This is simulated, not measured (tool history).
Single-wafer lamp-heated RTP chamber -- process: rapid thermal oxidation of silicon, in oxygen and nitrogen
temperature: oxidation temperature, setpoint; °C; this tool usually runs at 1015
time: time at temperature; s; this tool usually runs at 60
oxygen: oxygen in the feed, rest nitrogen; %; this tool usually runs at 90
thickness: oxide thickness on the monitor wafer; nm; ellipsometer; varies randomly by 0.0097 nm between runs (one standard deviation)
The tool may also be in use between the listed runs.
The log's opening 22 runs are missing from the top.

| run | hour | temperature | time | oxygen | read-back reference wafer on the same gauge, thickness | thickness |
|---|---|---|---|---|---|---|
|  | 528.7 | oxygen flow controller replaced |
| 23 | 538.6 | 1015 | 60 | 90 | 7.213 | 6.547 |
| 24 | 557.9 | 995 | 36 | 98 | 7.209 | 4.685 |
| 25 | 623.1 | 1015 | 60 | 90 | 7.208 | 6.547 |
| 26 | 644.1 | 991 | 83 | 98 | 7.212 | 6.558 |
| 27 | 666.1 | 1015 | 60 | 90 | 7.209 | 6.545 |
| 28 | 690.3 | 1015 | 60 | 90 | 7.207 | 6.561 |
| 29 | 704.9 | 1015 | 70 | 90 | 7.209 | 7.03 |
| 30 | 725.8 | 1037 | 68 | 98 | 7.209 | 8.342 |
| 31 | 751.8 | 1015 | 60 | 90 | 7.209 | 6.555 |
| 32 | 782.6 | 992 | 88 | 69 | 7.209 | 6.007 |
| 33 | 810.5 | 1015 | 60 | 90 | 7.208 | 6.565 |
| 34 | 831.2 | 1015 | 60 | 90 | 7.209 | 6.563 |
|  | 874.1 | pyrometer window cleaned and pyrometer calibrated |
| 35 | 874.6 | 986 | 46 | 98 | 7.21 | 4.818 |
| 36 | 881 | 1015 | 60 | 82 | 7.215 | 6.29 |
| 37 | 900.8 | 1015 | 46 | 90 | 7.21 | 5.781 |
| 38 | 917.2 | 1015 | 74 | 98 | 7.205 | 7.343 |

Forecast each of these 4 alternatives for the next run:
| A | 917.7 | 1015 | 60 | 90 | ? | ? |
| B | 917.7 | 1015 | 41 | 90 | ? | ? |
| C | 917.7 | 1027 | 60 | 69 | ? | ? |
| D | 917.7 | 1029 | 44 | 79 | ? | ? |

| run | read-back reference wafer on the same gauge, thickness | thickness |
|---|---|---|
| A | 7.209 | 6.497 |
| B | 7.209 | 5.504 |
| C | 7.209 | 6.444 |
| D | 7.209 | 5.984 |
With no hidden state in the tool, these same runs would have given:
| run | thickness |
|---|---|
| A | 6.474 |
| B | 5.485 |
| C | 6.422 |
| D | 5.964 |
